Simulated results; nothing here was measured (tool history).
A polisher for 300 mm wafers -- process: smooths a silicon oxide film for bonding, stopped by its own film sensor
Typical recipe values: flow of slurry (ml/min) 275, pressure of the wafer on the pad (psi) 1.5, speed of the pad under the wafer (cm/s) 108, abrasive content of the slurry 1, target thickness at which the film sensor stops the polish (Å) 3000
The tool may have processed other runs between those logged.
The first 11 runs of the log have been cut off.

| run | hour | flow of slurry (ml/min) | pressure of the wafer on the pad (psi) | speed of the pad under the wafer (cm/s) | abrasive content of the slurry | target thickness at which the film sensor stops the polish (Å) | wafers since the last listed run | wafers polished on this pad | hours since the slurry nozzle was cleaned | hours since the head pressure was calibrated | hours since the slurry blender was calibrated | incoming thickness of the incoming film, nm | time until the film sensor stopped the polish (s) |
|---|---|---|---|---|---|---|---|---|---|---|---|---|---|
| 12 | 121.5 | 225 | 1.5 | 108 | 1 | 3130 | 161 | 729 | 611.1 | 848.2 | 37.6 | 354.3 | 67.2 |
|  | 124.6 | slurry nozzle cleaned |
| 13 | 134.6 | 275 | 1.5 | 108 | 1 | 3000 | 118 | 848 | 10 | 861.3 | 50.7 | 351.8 | 81.1 |
| 14 | 148.7 | 275 | 1.5 | 108 | 1 | 3000 | 138 | 986 | 24.1 | 875.4 | 64.8 | 350.2 | 78.9 |
| 15 | 154.9 | 275 | 1.5 | 108 | 1 | 3000 | 60 | 1047 | 30.3 | 881.6 | 71 | 345 | 70.5 |
|  | 163.8 | worn pad replaced by a new one |
| 16 | 166.6 | 275 | 1.6 | 108 | 1 | 3000 | 75 | 27 | 42 | 893.3 | 82.7 | 351 | 76.2 |
| 17 | 173.7 | 330 | 1.7 | 108 | 1 | 3000 | 69 | 97 | 49.1 | 900.4 | 89.8 | 345.4 | 62.2 |
|  | 176.8 | head pressure recalibrated |
| 18 | 185.3 | 275 | 1.5 | 108 | 1 | 3000 | 94 | 191 | 60.7 | 8.5 | 101.4 | 351.4 | 81.8 |
| 19 | 193.9 | 275 | 1.5 | 108 | 0.7 | 2890 | 84 | 275 | 69.3 | 17.1 | 110 | 346.8 | 124.2 |
| 20 | 210.6 | 275 | 1.6 | 108 | 1 | 3000 | 163 | 439 | 86 | 33.8 | 126.7 | 352.4 | 79.2 |
| 21 | 228 | 275 | 1.5 | 108 | 0.9 | 3000 | 170 | 610 | 103.4 | 51.2 | 144.1 | 350.5 | 89.2 |
| 22 | 236.3 | 275 | 1.5 | 108 | 1 | 3000 | 81 | 692 | 111.7 | 59.5 | 152.4 | 357.7 | 93.1 |
| 23 | 246.4 | 240 | 1.6 | 92 | 1.1 | 3000 | 99 | 791 | 121.8 | 69.6 | 162.5 | 353.2 | 89.3 |
| 24 | 260 | 275 | 1.9 | 92 | 1 | 3000 | 133 | 925 | 135.4 | 83.2 | 176.1 | 353.2 | 79.1 |
|  | 263.9 | slurry blender recalibrated |
| 25 | 268.7 | 275 | 1.5 | 108 | 1 | 3000 | 65 | 990 | 144.1 | 91.9 | 4.8 | 357.5 | 90.5 |
|  | 276.3 | worn pad replaced by a new one |
| 26 | 286.2 | 275 | 1.5 | 108 | 1.1 | 3000 | 132 | 97 | 161.6 | 109.4 | 22.3 | 348.3 | 73 |
| 27 | 299.8 | 275 | 1.2 | 108 | 1 | 3000 | 133 | 230 | 175.2 | 123 | 35.9 | 343.8 | 87 |
| 28 | 309.2 | 275 | 1.5 | 108 | 1 | 3000 | 92 | 322 | 184.6 | 132.4 | 45.3 | 348.9 | 77.1 |
| 29 | 319.3 | 275 | 1.5 | 108 | 1 | 3000 | 99 | 422 | 194.7 | 142.5 | 55.4 | 350.9 | 80.7 |
| 30 | 331 | 190 | 1.5 | 108 | 1 | 3160 | 114 | 537 | 206.4 | 154.2 | 67.1 | 348.5 | 54.1 |
| 31 | 345.2 | 340 | 1.5 | 108 | 1 | 3000 | 139 | 676 | 220.6 | 168.4 | 81.3 | 347.4 | 72.6 |

Predict each of these 3 candidate next runs independently; none follows another, all start after run 31:
| A | 345.7 | 275 | 1.5 | 120 | 1 | 3000 | 4 | 681 | 221.1 | 168.9 | 81.8 | 348.4 | ? |
| B | 345.7 | 220 | 1 | 96 | 1 | 3000 | 4 | 681 | 221.1 | 168.9 | 81.8 | 348.4 | ? |
| C | 345.7 | 230 | 1.5 | 92 | 1 | 3140 | 4 | 681 | 221.1 | 168.9 | 81.8 | 348.4 | ? |

| run | time until the film sensor stopped the polish (s) |
|---|---|
| A | 70.4 |
| B | 128.6 |
| C | 62.7 |
With the hidden condition removed and each run's random variation left untouched, the same runs would have given:
| run | time until the film sensor stopped the polish (s) |
|---|---|
| A | 69.2 |
| B | 126.4 |
| C | 61.6 |
